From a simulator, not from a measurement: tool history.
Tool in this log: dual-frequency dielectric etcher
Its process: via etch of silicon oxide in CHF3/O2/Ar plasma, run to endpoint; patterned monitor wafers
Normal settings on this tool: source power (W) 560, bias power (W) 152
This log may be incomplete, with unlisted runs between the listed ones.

run,hour,source power (W),bias power (W),"incoming incoming film thickness, nm",endpoint time (s)
1,0,560,152,451.9,198.2
2,26.8,560,152,447.1,195.7
3,64.9,560,152,447.5,193.4
# hour 103.9: wet clean of the chamber
4,128.4,560,152,448.2,203.8
5,174,560,152,452.9,204.7
6,368.8,560,152,446.8,197.7
7,430.6,640,152,446.4,188.9
8,489.5,640,152,442.1,186.4
9,560,640,152,444.9,183.5
10,613.3,510,167,448.2,195.7
# hour 659.8: wet clean of the chamber
11,682.3,510,167,440.2,199.3
12,753.2,510,167,450.9,202.6
13,824.7,560,152,451.3,203.3
14,893.7,560,152,449.1,200.8
15,965.4,560,152,447.6,200.7
16,1004.8,480,152,447.4,211.7
17,1040,480,152,450.1,213
18,1097.7,500,172,449.7,194
19,1139.1,500,173,442.8,191.7
20,1184.5,500,135,445.9,214.9
# hour 1227.4: wet clean of the chamber
# hour 1242.6: upper electrode replaced
21,1243.1,450,152,444.3,217.8
# hour 1251.4: source power generator calibrated
22,1293.3,560,167,445,192.4
# hour 1301.9: bias power generator calibrated
23,1325.4,560,152,441.2,198.6
24,1351.9,600,165,452.4,192.6
25,1401.8,640,152,451,191.5
26,1448.6,560,152,446.1,200.4
27,1488.4,470,152,447.2,210.1
28,1515.1,560,183,450.2,183.1
29,1552.6,700,131,445.3,193.4
30,1597.3,660,125,447.4,201.1
31,1632.6,560,152,449.9,197.9
32,1668.7,560,115,444.9,217.1
33,1725.7,560,152,443.5,190.5
# hour 1774.8: wet clean of the chamber
34,1789.6,560,116,449.3,231.7
35,1843,670,142,447.5,193.2

Subtracting, for every run, the result it would have given without the tool's unlogged condition from the measured result gives the following. The same run-to-run variation enters both numbers; the gauge's scatter may not:
What the log doesn't record here: etch rate over this chamber's usual, %; source power that arrives over what is set, %; bias power that arrives over what is set, %.
run,endpoint time (s)
1,-8.9
2,-9.3
3,-9.8
4,-1.5
5,-2.3
6,-5.7
7,-6.6
8,-7.6
9,-8.5
10,-10.1
11,+0.4
12,-0.9
13,-2.2
14,-3.5
15,-4.7
16,-5.8
17,-6.5
18,-7
19,-7.6
20,-9.4
21,-1.8
22,-2.5
23,-3.2
24,-3.6
25,-4.4
26,-5.5
27,-6.5
28,-6.2
29,-7.1
30,-8.3
31,-8.8
32,-10.3
33,-10
34,-1.8
35,-2.5

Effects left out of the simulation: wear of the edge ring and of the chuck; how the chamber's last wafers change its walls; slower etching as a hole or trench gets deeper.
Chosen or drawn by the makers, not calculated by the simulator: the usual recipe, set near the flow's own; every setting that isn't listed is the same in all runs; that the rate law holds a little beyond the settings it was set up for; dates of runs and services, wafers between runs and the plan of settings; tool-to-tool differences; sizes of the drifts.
